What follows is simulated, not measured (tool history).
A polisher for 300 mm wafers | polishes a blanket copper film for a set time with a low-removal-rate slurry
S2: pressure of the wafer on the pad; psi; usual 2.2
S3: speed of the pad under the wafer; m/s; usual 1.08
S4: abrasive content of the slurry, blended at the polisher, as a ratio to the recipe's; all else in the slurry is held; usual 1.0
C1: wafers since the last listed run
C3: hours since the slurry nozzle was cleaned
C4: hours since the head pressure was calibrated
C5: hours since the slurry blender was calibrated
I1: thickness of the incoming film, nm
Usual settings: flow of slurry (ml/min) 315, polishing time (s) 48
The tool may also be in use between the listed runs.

Run 1, day 0.000: usual settings but S2 1.9 psi; C1 0; wafers polished on this pad 4074; C3 309.7; C4 228.3; C5 184.2; I1 1091.0. Result: film removed (nm) 81.1.
Run 2, day 2.971: usual settings but S2 1.9 psi; C1 751; wafers polished on this pad 4826; C3 381.0; C4 299.6; C5 255.5; I1 1104.3. Result: film removed (nm) 81.9.
Run 3, day 6.396: usual settings but polishing time (s) 57; C1 866; wafers polished on this pad 5692; C3 463.2; C4 381.8; C5 337.7; I1 1096.7. Result: film removed (nm) 111.9.
Run 4, day 10.354: usual settings; C1 1000; wafers polished on this pad 6693; C3 558.2; C4 476.8; C5 432.7; I1 1098.9. Result: film removed (nm) 94.8.
Run 5, day 12.667: usual settings; C1 584; wafers polished on this pad 7277; C3 613.7; C4 532.3; C5 488.2; I1 1104.9. Result: film removed (nm) 92.8.
At day 13.308: slurry nozzle cleaned.
At day 13.438: worn pad replaced by a new one.
Run 6, day 15.167: usual settings; C1 588; wafers polished on this pad 436; C3 44.6; C4 592.3; C5 548.2; I1 1101.3. Result: film removed (nm) 96.3.
At day 15.708: slurry blender recalibrated.
Run 7, day 19.404: usual settings; C1 1050; wafers polished on this pad 1487; C3 146.3; C4 694.0; C5 88.7; I1 1088.3. Result: film removed (nm) 96.0.
Run 8, day 22.525: usual settings; C1 789; wafers polished on this pad 2276; C3 221.2; C4 768.9; C5 163.6; I1 1093.0. Result: film removed (nm) 94.5.
At day 25.979: head pressure recalibrated.
Run 9, day 26.546: usual settings; C1 995; wafers polished on this pad 3271; C3 317.7; C4 13.6; C5 260.1; I1 1110.1. Result: film removed (nm) 94.2.
Run 10, day 29.612: usual settings; C1 775; wafers polished on this pad 4047; C3 391.3; C4 87.2; C5 333.7; I1 1071.3. Result: film removed (nm) 94.4.
Run 11, day 32.721: usual settings; C1 785; wafers polished on this pad 4833; C3 465.9; C4 161.8; C5 408.3; I1 1080.0. Result: film removed (nm) 94.5.
Run 12, day 35.904: usual settings but S4 1.2; C1 804; wafers polished on this pad 5638; C3 542.3; C4 238.2; C5 484.7; I1 1098.3. Result: film removed (nm) 98.3.
Run 13, day 38.054: usual settings; C1 543; wafers polished on this pad 6181; C3 593.9; C4 289.8; C5 536.3; I1 1086.0. Result: film removed (nm) 93.3.
Run 14, day 39.712: usual settings but S3 0.78 m/s; C1 419; wafers polished on this pad 6601; C3 633.7; C4 329.6; C5 576.1; I1 1070.7. Result: film removed (nm) 77.0.
At day 40.479: slurry blender recalibrated.
Run 15, day 41.362: usual settings but S3 0.94 m/s, polishing time (s) 64; C1 396; wafers polished on this pad 6997; C3 673.3; C4 369.2; C5 21.2; I1 1078.1. Result: film removed (nm) 114.1.
At day 41.812: worn pad replaced by a new one.
At day 43.175: slurry nozzle cleaned.
Run 16, day 43.608: usual settings but S4 0.9; C1 515; wafers polished on this pad 443; C3 10.4; C4 423.1; C5 75.1; I1 1080.5. Result: film removed (nm) 94.4.
Run 17, day 47.871: usual settings but flow of slurry (ml/min) 410, S3 1.34 m/s, S4 0.7; C1 1077; wafers polished on this pad 1521; C3 112.7; C4 525.4; C5 177.4; I1 1070.4. Result: film removed (nm) 104.7.
Run 18, day 50.233: usual settings but polishing time (s) 42; C1 597; wafers polished on this pad 2118; C3 169.4; C4 582.1; C5 234.1; I1 1099.2. Result: film removed (nm) 81.8.
Run 19, day 54.175: usual settings; C1 996; wafers polished on this pad 3115; C3 264.0; C4 676.7; C5 328.7; I1 1085.8. Result: film removed (nm) 93.8.
At day 56.008: head pressure recalibrated.
Run 20, day 57.429: usual settings but S2 1.9 psi, S3 0.86 m/s, polishing time (s) 58; C1 801; wafers polished on this pad 3917; C3 342.1; C4 34.1; C5 406.8; I1 1104.9. Result: film removed (nm) 86.4.
Run 21, day 67.938: usual settings; C1 2657; wafers polished on this pad 6574; C3 594.3; C4 286.3; C5 659.0; I1 1089.3. Result: film removed (nm) 93.6.
At day 69.975: slurry blender recalibrated.
At day 73.096: worn pad replaced by a new one.
At day 73.388: slurry nozzle cleaned.
Run 22, day 80.596: usual settings but flow of slurry (ml/min) 410, S4 1.1; C1 3126; wafers polished on this pad 1886; C3 173.0; C4 590.1; C5 254.9; I1 1094.4. Result: film removed (nm) 100.3.
Run 23, day 84.471: usual settings; C1 979; wafers polished on this pad 2865; C3 266.0; C4 683.1; C5 347.9; I1 1078.5. Result: film removed (nm) 94.4.
At day 87.092: head pressure recalibrated.
Run 24, day 88.812: usual settings but S3 0.88 m/s; C1 1076; wafers polished on this pad 3942; C3 370.2; C4 41.3; C5 452.1; I1 1076.3. Result: film removed (nm) 82.7.
Run 25, day 91.683: usual settings but S4 1.1; C1 725; wafers polished on this pad 4668; C3 439.1; C4 110.2; C5 521.0; I1 1082.9. Result: film removed (nm) 96.3.
Run 26, day 95.492: usual settings but S4 0.9; C1 962; wafers polished on this pad 5631; C3 530.5; C4 201.6; C5 612.4; I1 1085.5. Result: film removed (nm) 92.9.
At day 96.175: slurry blender recalibrated.
Run 27, day 97.542: usual settings but flow of slurry (ml/min) 225, S2 1.8 psi, polishing time (s) 55; C1 497; wafers polished on this pad 6128; C3 579.7; C4 250.8; C5 32.8; I1 1071.2. Result: film removed (nm) 84.0.
At day 100.796: slurry nozzle cleaned.
Run 28, day 100.975: usual settings but S3 1.28 m/s, polishing time (s) 39; C1 857; wafers polished on this pad 6986; C3 4.3; C4 333.2; C5 115.2; I1 1086.6. Result: film removed (nm) 88.5.
At day 102.388: worn pad replaced by a new one.
Run 29, day 102.821: usual settings but flow of slurry (ml/min) 355, S2 2.0 psi, S4 1.1, polishing time (s) 56; C1 424; wafers polished on this pad 109; C3 48.6; C4 377.5; C5 159.5; I1 1084.8. Result: film removed (nm) 104.7.
Run 30, day 104.396: usual settings but flow of slurry (ml/min) 420, S2 1.5 psi, S3 1.24 m/s; C1 398; wafers polished on this pad 507; C3 86.4; C4 415.3; C5 197.3; I1 1089.4. Result: film removed (nm) 72.8.
Run 31, day 106.362: usual settings but S2 1.7 psi, polishing time (s) 63; C1 497; wafers polished on this pad 1004; C3 133.6; C4 462.5; C5 244.5; I1 1095.3. Result: film removed (nm) 96.3.

3 ways to go on from here, each from the tool as it stands after run 31. What would each give?
Run A, day 106.379: usual settings; C1 4; wafers polished on this pad 1009; C3 134.0; C4 462.9; C5 244.9; I1 1110.5. Result: film removed (nm) ?.
Run B, day 106.379: usual settings but flow of slurry (ml/min) 285, S2 2.9 psi, polishing time (s) 43; C1 4; wafers polished on this pad 1009; C3 134.0; C4 462.9; C5 244.9; I1 1110.5. Result: film removed (nm) ?.
Run C, day 106.379: usual settings but S4 0.8, polishing time (s) 43; C1 4; wafers polished on this pad 1009; C3 134.0; C4 462.9; C5 244.9; I1 1110.5. Result: film removed (nm) ?.

run  film removed (nm)
  A               95.1
  B              111.4
  C               81.1
Without the tool's hidden state the same runs would have given:
run  film removed (nm)
  A               97.2
  B              114.0
  C               82.9
